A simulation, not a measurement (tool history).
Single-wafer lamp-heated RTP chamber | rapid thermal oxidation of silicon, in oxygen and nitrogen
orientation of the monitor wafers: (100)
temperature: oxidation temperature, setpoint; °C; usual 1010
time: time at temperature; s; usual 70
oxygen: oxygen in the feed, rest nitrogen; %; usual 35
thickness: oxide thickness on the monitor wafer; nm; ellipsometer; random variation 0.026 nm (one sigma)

| run | hour | temperature | time | oxygen | read-back reference wafer on the same gauge, thickness | thickness |
|---|---|---|---|---|---|---|
| 1 | 0 | 995 | 70 | 35 | 4.728 | 4.628 |
| 2 | 53.4 | 995 | 70 | 35 | 4.731 | 4.615 |
| 3 | 61.6 | 995 | 70 | 35 | 4.725 | 4.651 |
| 4 | 70.4 | 1010 | 70 | 35 | 4.73 | 5.156 |
| 5 | 79.5 | 1010 | 70 | 35 | 4.732 | 5.146 |
| 6 | 94.6 | 1010 | 47 | 35 | 4.727 | 4.364 |
| 7 | 105.1 | 1010 | 88 | 35 | 4.732 | 5.672 |
| 8 | 121.6 | 1010 | 88 | 35 | 4.734 | 5.637 |
| 9 | 130.6 | 1010 | 86 | 35 | 4.729 | 5.672 |
| 10 | 140.2 | 987 | 70 | 35 | 4.728 | 4.423 |
| 11 | 155.6 | 987 | 70 | 35 | 4.726 | 4.441 |
| 12 | 171.8 | 1010 | 70 | 35 | 4.734 | 5.2 |
| 13 | 188.4 | 1010 | 70 | 35 | 4.736 | 5.162 |
| 14 | 197.6 | 1010 | 70 | 35 | 4.731 | 5.22 |
| 15 | 214.8 | 1010 | 70 | 35 | 4.728 | 5.232 |
|  | 223 | oxygen flow controller replaced |
| 16 | 227 | 1010 | 70 | 35 | 4.728 | 5.249 |
| 17 | 233.8 | 1028 | 82 | 17 | 4.728 | 4.978 |
|  | 245.6 | gauge calibrated |
| 18 | 249.3 | 986 | 81 | 17 | 4.732 | 3.82 |
| 19 | 264.9 | 991 | 70 | 35 | 4.729 | 4.578 |
|  | 274.9 | pyrometer window cleaned and pyrometer calibrated |
| 20 | 275.4 | 988 | 87 | 17 | 4.73 | 3.848 |
| 21 | 282.6 | 992 | 70 | 35 | 4.728 | 4.499 |
| 22 | 294 | 986 | 70 | 35 | 4.733 | 4.324 |
| 23 | 311.5 | 1010 | 70 | 35 | 4.732 | 5.096 |
| 24 | 319.1 | 1030 | 57 | 35 | 4.727 | 5.376 |
| 25 | 335.2 | 1010 | 54 | 35 | 4.728 | 4.62 |
| 26 | 348.3 | 1010 | 70 | 35 | 4.728 | 5.042 |
| 27 | 357.4 | 999 | 70 | 17 | 4.727 | 3.86 |
| 28 | 370.6 | 1010 | 43 | 35 | 4.733 | 4.169 |
| 29 | 379.8 | 995 | 70 | 52 | 4.731 | 5.255 |
| 30 | 399.6 | 1010 | 70 | 35 | 4.728 | 5.092 |

Hidden state or all else? Some run-to-run changes of thickness, split into what the settings, what came in and random variation would give without the hidden state, and what is left for the hidden state (with any gauge scatter that isn't in both results):
The hidden state here: true wafer temperature minus pyrometer reading, K; deviation of the oxygen flow from its setpoint, %; gauge reads high (%).
Run 6 -> 7: time 47 -> 88. thickness +1.308 nm: hidden state +0.032, all else +1.276.
Run 9 -> 10: temperature 1010 -> 987, time 86 -> 70. thickness -1.249 nm: hidden state -0.026, all else -1.223.
Run 17 -> 18: temperature 1028 -> 986, time 82 -> 81, gauge calibrated. thickness -1.158 nm: hidden state -0.042, all else -1.116.
Run 18 -> 19: temperature 986 -> 991, time 81 -> 70, oxygen 17 -> 35. thickness +0.758 nm: hidden state +0.051, all else +0.707.
Run 19 -> 20: temperature 991 -> 988, time 70 -> 87, oxygen 35 -> 17, pyrometer window cleaned and pyrometer calibrated. thickness -0.73 nm: hidden state -0.144, all else -0.586.
Run 26 -> 27: temperature 1010 -> 999, oxygen 35 -> 17. thickness -1.182 nm: hidden state -0.007, all else -1.175.
